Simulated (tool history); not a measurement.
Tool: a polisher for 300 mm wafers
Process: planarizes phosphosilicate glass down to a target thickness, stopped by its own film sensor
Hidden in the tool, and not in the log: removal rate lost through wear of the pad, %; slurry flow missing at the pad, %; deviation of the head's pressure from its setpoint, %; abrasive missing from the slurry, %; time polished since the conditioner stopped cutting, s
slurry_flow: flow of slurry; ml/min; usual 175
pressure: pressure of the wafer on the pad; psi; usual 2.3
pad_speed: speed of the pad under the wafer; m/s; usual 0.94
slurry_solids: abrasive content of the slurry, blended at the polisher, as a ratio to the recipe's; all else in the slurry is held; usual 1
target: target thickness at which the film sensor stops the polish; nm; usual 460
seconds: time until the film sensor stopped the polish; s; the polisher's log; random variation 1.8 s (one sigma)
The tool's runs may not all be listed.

run    hour  slurry_flow  pressure  pad_speed  slurry_solids  target  wafers since the last listed run  wafers polished on this pad  hours since the slurry nozzle was cleaned  hours since the head pressure was calibrated  hours since the slurry blender was calibrated  hours since the conditioning disc was replaced  incoming thickness of the incoming film, nm  seconds
  1       0          175       2.3       0.94              1     460                                 0                         2369                                      222.2                                         973.8                                          284.6                                           152.1                                       1020.9    126.1
       25.5  -- head pressure recalibrated
  2    65.1          175       2.3       0.94              1     460                               698                         3068                                      287.3                                          39.6                                          349.7                                           217.2                                        992.9    117.7
  3   165.8          175       2.3       0.78              1     460                              1115                         4183                                        388                                         140.3                                          450.4                                           317.9                                         1002    146.2
      229.9  -- slurry blender recalibrated
  4   230.4          175       2.3       0.78              1     460                               693                         4876                                      452.6                                         204.9                                            0.5                                           382.5                                         1005    151.7
      252.3  -- worn pad replaced by a new one
  5   308.6          175       2.3       0.94              1     460                               821                          623                                      530.8                                         283.1                                           78.7                                           460.7                                        996.7    138.2
      351.3  -- conditioning disc replaced and pad reconditioned
        386  -- slurry nozzle cleaned
  6   391.8          175       2.3       0.94              1     460                               888                         1511                                        5.8                                         366.3                                          161.9                                            40.5                                        994.7    114.7
  7   479.8          175       2.3       0.94              1     534                               974                         2486                                       93.8                                         454.3                                          249.9                                           128.5                                       1006.6    102.8
  8   546.1          175       2.3       0.94              1     534                               734                         3220                                      160.1                                         520.6                                          316.2                                           194.8                                        988.9     97.9
  9   601.8          175       2.3       0.94              1     534                               616                         3837                                      215.8                                         576.3                                          371.9                                           250.5                                        987.4    100.2
      687.5  -- slurry blender recalibrated
 10   704.9          175       2.3       0.94              1     460                              1119                         4956                                      318.9                                         679.4                                           17.4                                           353.6                                        982.1    124.3
      732.2  -- worn pad replaced by a new one
      745.4  -- conditioning disc replaced and pad reconditioned
 11   775.8          175       2.3       0.94              1     534                               718                          460                                      389.8                                         750.3                                           88.3                                            30.4                                       1015.1    103.9
 12   842.9          220       2.1       0.94              1     460                               743                         1203                                      456.9                                         817.4                                          155.4                                            97.5                                       1011.6    124.3
 13   941.9          175       2.3       0.94              1     460                              1096                         2300                                      555.9                                         916.4                                          254.4                                           196.5                                       1000.7    120.7
 14  1009.3          130       2.3       0.94              1     552                               746                         3046                                      623.3                                         983.8                                          321.8                                           263.9                                        982.4      103
     1020.1  -- slurry nozzle cleaned
 15  1076.1          175       2.3       0.94           1.15     332                               728                         3775                                         56                                        1050.6                                          388.6                                           330.7                                         1000    144.9
     1106.7  -- head pressure recalibrated
 16  1163.8          175       2.3       0.94            0.8     460                               949                         4724                                      143.7                                          57.1                                          476.3                                           418.4                                       1010.6    152.3

Forecast run 17:
       1186  -- conditioning disc replaced and pad reconditioned
     1190.4  -- worn pad replaced by a new one
       1191  -- slurry blender recalibrated
 17  1222.7          215       2.3       0.94              1     305                               578                          350                                      202.6                                           116                                           31.7                                            36.7                                        994.7        ?

seconds: 141.9 s
Without the tool's hidden state the same run would have given seconds 139.3 s.
